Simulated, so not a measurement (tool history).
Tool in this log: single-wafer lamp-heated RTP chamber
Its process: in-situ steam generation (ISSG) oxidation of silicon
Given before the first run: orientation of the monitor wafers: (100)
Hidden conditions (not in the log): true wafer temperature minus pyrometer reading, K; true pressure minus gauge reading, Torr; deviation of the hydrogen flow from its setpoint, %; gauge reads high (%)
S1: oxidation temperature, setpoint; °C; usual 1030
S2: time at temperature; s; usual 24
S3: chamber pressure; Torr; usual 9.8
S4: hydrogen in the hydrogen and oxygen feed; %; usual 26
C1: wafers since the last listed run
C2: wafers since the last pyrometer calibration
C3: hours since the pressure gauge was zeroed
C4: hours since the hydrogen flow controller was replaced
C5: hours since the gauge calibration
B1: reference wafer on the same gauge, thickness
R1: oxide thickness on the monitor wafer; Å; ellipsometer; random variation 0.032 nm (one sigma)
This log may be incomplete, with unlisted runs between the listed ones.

Run 1, hour 0.0: usual settings; C1 0; C2 2038; C3 1023.3; C4 3070.8; C5 87.0; B1 7.688. Result: R1 74.44 Å.
Run 2, hour 59.4: usual settings but S2 17 s; C1 575; C2 2613; C3 1082.7; C4 3130.2; C5 146.4; B1 7.678. Result: R1 62.87 Å.
At hour 68.7: pyrometer window cleaned and pyrometer calibrated.
Run 3, hour 89.3: usual settings but S2 17 s; C1 212; C2 199; C3 1112.6; C4 3160.1; C5 176.3; B1 7.688. Result: R1 61.52 Å.
Run 4, hour 147.6: usual settings but S2 17 s; C1 565; C2 764; C3 1170.9; C4 3218.4; C5 234.6; B1 7.684. Result: R1 61.80 Å.
Run 5, hour 196.2: usual settings; C1 471; C2 1235; C3 1219.5; C4 3267.0; C5 283.2; B1 7.695. Result: R1 73.19 Å.
Run 6, hour 254.4: usual settings; C1 564; C2 1799; C3 1277.7; C4 3325.2; C5 341.4; B1 7.699. Result: R1 73.38 Å.
Run 7, hour 302.1: usual settings; C1 462; C2 2261; C3 1325.4; C4 3372.9; C5 389.1; B1 7.693. Result: R1 74.35 Å.
At hour 311.1: pyrometer window cleaned and pyrometer calibrated.
Run 8, hour 330.1: usual settings; C1 193; C2 184; C3 1353.4; C4 3400.9; C5 417.1; B1 7.694. Result: R1 73.43 Å.
Run 9, hour 466.6: usual settings; C1 1322; C2 1507; C3 1489.9; C4 3537.4; C5 553.6; B1 7.688. Result: R1 73.68 Å.
Run 10, hour 494.1: usual settings; C1 266; C2 1773; C3 1517.4; C4 3564.9; C5 581.1; B1 7.695. Result: R1 74.30 Å.
Run 11, hour 541.5: usual settings; C1 459; C2 2233; C3 1564.8; C4 3612.3; C5 628.5; B1 7.691. Result: R1 74.05 Å.
At hour 556.1: pyrometer window cleaned and pyrometer calibrated.
Run 12, hour 573.2: usual settings; C1 229; C2 165; C3 1596.5; C4 3644.0; C5 660.2; B1 7.684. Result: R1 73.19 Å.
Run 13, hour 606.9: usual settings; C1 326; C2 492; C3 1630.2; C4 3677.7; C5 693.9; B1 7.688. Result: R1 73.09 Å.
Run 14, hour 658.5: usual settings; C1 500; C2 992; C3 1681.8; C4 3729.3; C5 745.5; B1 7.693. Result: R1 73.28 Å.
Run 15, hour 689.4: usual settings but S1 1016 °C, S2 20 s, S4 17 %; C1 299; C2 1292; C3 1712.7; C4 3760.2; C5 776.4; B1 7.678. Result: R1 56.69 Å.
Run 16, hour 717.7: usual settings but S2 18 s, S3 10.2 Torr, S4 32 %; C1 274; C2 1566; C3 1741.0; C4 3788.5; C5 804.7; B1 7.692. Result: R1 66.04 Å.
At hour 789.5: gauge calibrated.
At hour 793.1: pyrometer window cleaned and pyrometer calibrated.
At hour 815.1: pressure gauge zeroed.
Run 17, hour 893.2: usual settings but S1 1022 °C, S4 32 %; C1 1545; C2 893; C3 78.1; C4 3964.0; C5 103.7; B1 7.694. Result: R1 73.75 Å.
Run 18, hour 922.2: usual settings; C1 281; C2 1174; C3 107.1; C4 3993.0; C5 132.7; B1 7.690. Result: R1 74.17 Å.
Run 19, hour 955.1: usual settings but S2 19 s, S3 10.2 Torr; C1 318; C2 1492; C3 140.0; C4 4025.9; C5 165.6; B1 7.696. Result: R1 64.66 Å.
Run 20, hour 1013.6: usual settings but S1 1046 °C, S2 27 s, S4 32 %; C1 566; C2 2059; C3 198.5; C4 4084.4; C5 224.1; B1 7.690. Result: R1 91.14 Å.
At hour 1045.6: pyrometer window cleaned and pyrometer calibrated.
Run 21, hour 1046.1: usual settings but S3 9.3 Torr; C1 237; C2 5; C3 231.0; C4 4116.9; C5 256.6; B1 7.692. Result: R1 74.16 Å.
At hour 1087.5: hydrogen flow controller replaced.
Run 22, hour 1231.9: usual settings but S1 1019 °C, S2 29 s, S3 10.2 Torr, S4 16 %; C1 1723; C2 1728; C3 416.8; C4 144.4; C5 442.4; B1 7.699. Result: R1 68.93 Å.
Run 23, hour 1296.6: usual settings but S1 1022 °C, S4 32 %; C1 627; C2 2355; C3 481.5; C4 209.1; C5 507.1; B1 7.699. Result: R1 76.04 Å.
At hour 1335.5: pyrometer window cleaned and pyrometer calibrated.
Run 24, hour 1346.8: usual settings; C1 409; C2 109; C3 531.7; C4 259.3; C5 557.3; B1 7.705. Result: R1 73.09 Å.
Run 25, hour 1387.8: usual settings but S2 29 s, S4 32 %; C1 397; C2 506; C3 572.7; C4 300.3; C5 598.3; B1 7.678. Result: R1 84.37 Å.

What if the next run were any one of these 4? Each begins from the tool's condition after run 25:
Run A, hour 1388.2: usual settings; C1 3; C2 510; C3 573.1; C4 300.7; C5 598.7; B1 ?. Result: R1 ?.
Run B, hour 1388.2: usual settings but S1 1050 °C, S2 33 s, S3 10.2 Torr, S4 32 %; C1 3; C2 510; C3 573.1; C4 300.7; C5 598.7; B1 ?. Result: R1 ?.
Run C, hour 1388.2: usual settings but S1 1018 °C, S2 21 s; C1 3; C2 510; C3 573.1; C4 300.7; C5 598.7; B1 ?. Result: R1 ?.
Run D, hour 1388.2: usual settings but S2 21 s; C1 3; C2 510; C3 573.1; C4 300.7; C5 598.7; B1 ?. Result: R1 ?.

run     B1      R1
  A  7.696   73.61
  B  7.696  100.70
  C  7.696   64.98
  D  7.696   68.82
Without the tool's hidden state the same runs would have given:
run      R1
  A   73.40
  B  100.38
  C   64.82
  D   68.64
